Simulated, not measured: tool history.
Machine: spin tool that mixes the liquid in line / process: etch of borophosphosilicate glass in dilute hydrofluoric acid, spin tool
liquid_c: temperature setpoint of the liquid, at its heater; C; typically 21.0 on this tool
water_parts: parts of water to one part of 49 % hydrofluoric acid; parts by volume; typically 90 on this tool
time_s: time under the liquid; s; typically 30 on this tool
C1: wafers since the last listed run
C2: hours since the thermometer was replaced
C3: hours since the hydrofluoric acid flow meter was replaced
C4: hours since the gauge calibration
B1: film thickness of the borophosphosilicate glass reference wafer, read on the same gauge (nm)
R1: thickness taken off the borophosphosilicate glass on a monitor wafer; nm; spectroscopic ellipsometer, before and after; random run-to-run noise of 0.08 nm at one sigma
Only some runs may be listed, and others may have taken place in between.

Run 1, hour 0.0: usual settings but time_s 40 s; C1 0; C2 569.9; C3 804.3; C4 272.8; B1 149.94. Result: R1 14.79 nm.
Run 2, hour 28.4: usual settings but time_s 40 s; C1 607; C2 598.3; C3 832.7; C4 301.2; B1 149.96. Result: R1 14.95 nm.
At hour 31.1: gauge calibrated.
Run 3, hour 110.6: usual settings but time_s 40 s; C1 1758; C2 680.5; C3 914.9; C4 79.5; B1 150.00. Result: R1 15.10 nm.
Run 4, hour 126.0: usual settings; C1 329; C2 695.9; C3 930.3; C4 94.9; B1 150.02. Result: R1 11.11 nm.
Run 5, hour 157.3: usual settings; C1 669; C2 727.2; C3 961.6; C4 126.2; B1 150.05. Result: R1 11.28 nm.
Run 6, hour 182.5: usual settings; C1 539; C2 752.4; C3 986.8; C4 151.4; B1 149.98. Result: R1 11.22 nm.
Run 7, hour 204.2: usual settings but time_s 20 s; C1 464; C2 774.1; C3 1008.5; C4 173.1; B1 149.96. Result: R1 7.64 nm.
Run 8, hour 233.3: usual settings; C1 622; C2 803.2; C3 1037.6; C4 202.2; B1 149.98. Result: R1 11.15 nm.
Run 9, hour 249.4: usual settings; C1 344; C2 819.3; C3 1053.7; C4 218.3; B1 150.01. Result: R1 11.40 nm.
Run 10, hour 281.2: usual settings; C1 680; C2 851.1; C3 1085.5; C4 250.1; B1 150.02. Result: R1 11.23 nm.
Run 11, hour 310.2: usual settings; C1 620; C2 880.1; C3 1114.5; C4 279.1; B1 150.04. Result: R1 11.38 nm.
At hour 322.9: hydrofluoric acid flow meter replaced.
At hour 338.9: gauge calibrated.
Run 12, hour 345.9: usual settings but water_parts 75 parts by volume, time_s 40 s; C1 742; C2 915.8; C3 23.0; C4 7.0; B1 150.03. Result: R1 18.55 nm.
Run 13, hour 374.8: usual settings but water_parts 120 parts by volume, time_s 15 s; C1 618; C2 944.7; C3 51.9; C4 35.9; B1 149.97. Result: R1 4.10 nm.
Run 14, hour 395.9: usual settings but liquid_c 18.0 C, time_s 15 s; C1 451; C2 965.8; C3 73.0; C4 57.0; B1 150.02. Result: R1 5.12 nm.
Run 15, hour 411.3: usual settings; C1 329; C2 981.2; C3 88.4; C4 72.4; B1 149.99. Result: R1 11.47 nm.
At hour 440.9: thermometer replaced.
Run 16, hour 446.5: usual settings but liquid_c 22.5 C, water_parts 60 parts by volume, time_s 45 s; C1 731; C2 5.6; C3 123.6; C4 107.6; B1 150.00. Result: R1 26.96 nm.
Run 17, hour 518.6: usual settings; C1 1542; C2 77.7; C3 195.7; C4 179.7; B1 150.02. Result: R1 10.70 nm.
Run 18, hour 551.7: usual settings but time_s 45 s; C1 708; C2 110.8; C3 228.8; C4 212.8; B1 150.02. Result: R1 16.16 nm.
Run 19, hour 582.7: usual settings; C1 663; C2 141.8; C3 259.8; C4 243.8; B1 150.02. Result: R1 10.92 nm.
Run 20, hour 610.5: usual settings but liquid_c 24.0 C, time_s 50 s; C1 594; C2 169.6; C3 287.6; C4 271.6; B1 150.02. Result: R1 20.41 nm.
Run 21, hour 630.8: usual settings but liquid_c 23.5 C, time_s 40 s; C1 434; C2 189.9; C3 307.9; C4 291.9; B1 150.03. Result: R1 15.99 nm.
Run 22, hour 650.5: usual settings but liquid_c 18.0 C, water_parts 70 parts by volume, time_s 20 s; C1 421; C2 209.6; C3 327.6; C4 311.6; B1 149.97. Result: R1 8.51 nm.

Each row is a separate what-if for the run after 22, all from the same tool condition, not one after another. Results?
Run A, hour 650.9: usual settings but time_s 15 s; C1 8; C2 210.0; C3 328.0; C4 312.0; B1 ?. Result: R1 ?.
Run B, hour 650.9: usual settings but liquid_c 24.5 C, time_s 15 s; C1 8; C2 210.0; C3 328.0; C4 312.0; B1 ?. Result: R1 ?.
Run C, hour 650.9: usual settings but liquid_c 23.5 C, water_parts 55 parts by volume, time_s 15 s; C1 8; C2 210.0; C3 328.0; C4 312.0; B1 ?. Result: R1 ?.
Run D, hour 650.9: usual settings but water_parts 55 parts by volume, time_s 40 s; C1 8; C2 210.0; C3 328.0; C4 312.0; B1 ?. Result: R1 ?.

run      B1     R1
  A  150.01   5.40
  B  150.01   6.21
  C  150.01  10.22
  D  150.01  24.58
Take away the tool's hidden state, keep each run's random variation, and the runs would have read:
run     R1
  A   5.26
  B   6.06
  C   9.95
  D  23.92
